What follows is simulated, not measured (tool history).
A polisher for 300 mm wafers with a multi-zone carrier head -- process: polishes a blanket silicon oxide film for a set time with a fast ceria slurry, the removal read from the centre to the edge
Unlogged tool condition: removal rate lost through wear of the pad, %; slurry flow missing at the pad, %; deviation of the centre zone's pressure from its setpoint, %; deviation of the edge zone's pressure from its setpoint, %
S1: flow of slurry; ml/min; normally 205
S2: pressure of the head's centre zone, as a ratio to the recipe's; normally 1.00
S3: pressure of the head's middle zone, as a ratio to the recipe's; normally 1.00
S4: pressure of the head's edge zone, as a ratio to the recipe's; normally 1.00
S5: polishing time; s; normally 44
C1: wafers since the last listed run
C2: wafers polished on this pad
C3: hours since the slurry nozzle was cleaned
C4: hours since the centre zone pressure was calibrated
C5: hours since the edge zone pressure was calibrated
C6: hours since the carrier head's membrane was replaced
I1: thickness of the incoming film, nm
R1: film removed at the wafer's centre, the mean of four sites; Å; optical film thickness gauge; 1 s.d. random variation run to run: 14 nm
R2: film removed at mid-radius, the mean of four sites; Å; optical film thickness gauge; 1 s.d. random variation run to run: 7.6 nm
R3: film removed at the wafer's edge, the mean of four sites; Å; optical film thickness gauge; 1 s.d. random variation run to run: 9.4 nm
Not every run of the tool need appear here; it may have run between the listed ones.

run	hour	S1	S2	S3	S4	S5	C1	C2	C3	C4	C5	C6	I1	R1	R2	R3
1	0.0	205	1.00	1.00	1.00	44	0	2410	4.6	870.3	311.5	260.4	3761.4	9007	9935	10082
2	51.7	205	1.00	1.00	1.00	44	726	3137	56.3	922.0	363.2	312.1	3817.2	8727	9813	9590
# hour 56.4: worn pad replaced by a new one
# hour 79.7: edge zone pressure recalibrated
3	158.2	175	1.03	1.00	1.00	44	1411	1402	162.8	1028.5	78.5	418.6	3770.2	9276	10160	10125
4	207.7	205	1.00	1.05	1.00	44	695	2097	212.3	1078.0	128.0	468.1	3838.5	9025	10631	10001
# hour 275.8: worn pad replaced by a new one
5	310.7	205	1.00	1.05	1.00	44	1390	490	315.3	1181.0	231.0	571.1	3776.6	9946	11483	10877
# hour 333.1: centre zone pressure recalibrated
# hour 360.7: carrier head's membrane replaced by a new one
6	386.7	205	1.00	1.00	0.93	44	969	1459	391.3	53.6	307.0	26.0	3805.1	10210	10543	9824
# hour 416.3: edge zone pressure recalibrated
7	443.5	205	1.00	1.00	0.93	44	769	2229	448.1	110.4	27.2	82.8	3780.1	9361	10026	9474
# hour 500.5: worn pad replaced by a new one
8	547.5	205	1.00	1.00	1.00	44	1404	659	552.1	214.4	131.2	186.8	3813.0	9883	10789	10848
# hour 582.1: slurry nozzle cleaned
9	616.7	205	1.00	1.00	1.00	53	957	1617	34.6	283.6	200.4	256.0	3833.5	11535	12397	12213
10	675.4	175	1.00	1.00	1.00	38	824	2442	93.3	342.3	259.1	314.7	3805.7	7713	8394	8431
# hour 704.1: worn pad replaced by a new one
11	735.8	205	1.00	1.07	1.00	37	792	445	153.7	402.7	319.5	375.1	3842.7	8045	9477	8741
# hour 786.5: edge zone pressure recalibrated
12	832.7	205	1.07	1.00	1.00	44	1333	1778	250.6	499.6	46.2	472.0	3745.8	9579	10009	9852

Forecast run 13:
13	906.5	205	1.00	1.00	1.00	44	1036	2814	324.4	573.4	120.0	545.8	3820.6	?	?	?

R1: 8425 Å
R2: 9419 Å
R3: 9554 Å
The same run, on a tool lacking any hidden state, would have yielded R1 11126 Å, R2 11150 Å, R3 11316 Å.

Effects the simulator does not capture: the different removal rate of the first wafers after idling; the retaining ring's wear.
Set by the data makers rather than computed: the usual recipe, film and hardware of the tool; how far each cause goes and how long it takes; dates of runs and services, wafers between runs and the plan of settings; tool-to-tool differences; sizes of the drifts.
